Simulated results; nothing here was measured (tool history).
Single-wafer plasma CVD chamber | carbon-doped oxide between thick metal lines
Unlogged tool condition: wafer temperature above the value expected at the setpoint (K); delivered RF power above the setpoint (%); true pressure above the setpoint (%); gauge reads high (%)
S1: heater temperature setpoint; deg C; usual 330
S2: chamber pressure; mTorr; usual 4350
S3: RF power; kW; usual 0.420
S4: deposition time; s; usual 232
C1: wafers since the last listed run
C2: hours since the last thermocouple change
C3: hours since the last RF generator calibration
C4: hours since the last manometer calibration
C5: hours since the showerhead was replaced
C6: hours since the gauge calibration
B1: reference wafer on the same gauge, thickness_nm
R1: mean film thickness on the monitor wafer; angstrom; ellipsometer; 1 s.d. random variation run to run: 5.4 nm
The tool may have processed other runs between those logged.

run,day,S1,S2,S3,S4,C1,C2,C3,C4,C5,C6,B1,R1
1,0.000,330,4350,0.420,232,0,2150.7,1045.3,2106.1,3091.5,797.4,1300.812,11570.05
2,1.562,330,4350,0.420,232,268,2188.2,1082.8,2143.6,3129.0,834.9,1301.401,11578.97
3,3.596,330,4350,0.420,232,349,2237.0,1131.6,2192.4,3177.8,883.7,1300.201,11541.26
4,5.962,330,4350,0.420,232,406,2293.8,1188.4,2249.2,3234.6,940.5,1300.751,11473.26
5,7.775,320,4350,0.420,232,311,2337.3,1231.9,2292.7,3278.1,984.0,1300.489,11996.21
6,10.217,320,4350,0.420,232,419,2395.9,1290.5,2351.3,3336.7,1042.6,1300.592,11977.08
7,12.333,320,4350,0.420,232,363,2446.7,1341.3,2402.1,3387.5,1093.4,1298.500,11869.13
8,14.854,330,4350,0.420,232,432,2507.2,1401.8,2462.6,3448.0,1153.9,1300.536,11560.11
9,16.571,330,4350,0.420,232,294,2548.4,1443.0,2503.8,3489.2,1195.1,1298.397,11498.11
10,19.046,330,4350,0.420,232,424,2607.8,1502.4,2563.2,3548.6,1254.5,1301.012,11432.98
11,21.775,330,4350,0.420,232,468,2673.3,1567.9,2628.7,3614.1,1320.0,1299.794,11510.22
12,23.671,325,4350,0.350,187,325,2718.8,1613.4,2674.2,3659.6,1365.5,1300.050,8396.31
13,24.712,330,4350,0.420,232,178,2743.8,1638.4,2699.2,3684.6,1390.5,1298.780,11352.64
# day 27.612: capacitance manometer re-zeroed and calibrated
14,27.633,323,4770,0.395,209,444,2813.9,1708.5,0.5,3754.7,1460.6,1301.233,10321.69
# day 27.638: gauge calibrated
15,28.633,324,4350,0.420,194,171,2837.9,1732.5,24.5,3778.7,23.9,1300.218,9857.14
16,31.308,318,4840,0.505,263,459,2902.1,1796.7,88.7,3842.9,88.1,1299.487,15398.73
17,32.342,334,5100,0.365,249,177,2926.9,1821.5,113.5,3867.7,112.9,1302.195,11327.42
18,33.529,324,4350,0.420,194,203,2955.4,1850.0,142.0,3896.2,141.4,1301.860,9673.59
# day 35.554: thermocouple changed; heater temperature recalibrated
19,36.079,330,4350,0.355,232,380,12.6,1911.2,203.2,3957.4,202.6,1300.519,10177.11
# day 36.650: showerhead replaced
20,37.800,330,4350,0.360,232,238,53.9,1952.5,244.5,27.6,243.9,1300.150,10335.53
21,38.962,330,4350,0.420,232,199,81.8,1980.4,272.4,55.5,271.8,1299.902,11296.54
# day 39.304: RF generator calibrated
22,40.229,318,3540,0.420,232,160,112.2,22.2,302.8,85.9,302.2,1298.058,11777.92
23,41.412,323,4350,0.420,232,203,140.6,50.6,331.2,114.3,330.6,1300.117,11908.39
24,42.662,330,3430,0.445,232,214,170.6,80.6,361.2,144.3,360.6,1300.307,11630.87
25,44.471,330,4050,0.360,232,310,214.0,124.0,404.6,187.7,404.0,1299.250,10405.64
26,45.871,330,5060,0.420,188,240,247.6,157.6,438.2,221.3,437.6,1300.107,9700.00
27,52.329,319,5080,0.420,232,1108,402.6,312.6,593.2,376.3,592.6,1299.114,12390.75
28,53.367,315,4850,0.420,232,178,427.5,337.5,618.1,401.2,617.5,1300.190,12530.53
29,55.592,321,4350,0.490,232,381,480.9,390.9,671.5,454.6,670.9,1299.527,13087.31

What if the next run were any one of these 3? Each begins from the tool's condition after run 29:
A,55.612,330,3270,0.420,232,3,481.4,391.4,672.0,455.1,671.4,?,?
B,55.612,330,5060,0.370,232,3,481.4,391.4,672.0,455.1,671.4,?,?
C,55.612,345,4350,0.460,232,3,481.4,391.4,672.0,455.1,671.4,?,?

run,B1,R1
A,1298.162,11177.49
B,1298.162,11006.21
C,1298.162,11779.69
Without the tool's unlogged condition, the same runs would have read:
run,R1
A,11235.85
B,11066.20
C,11840.71
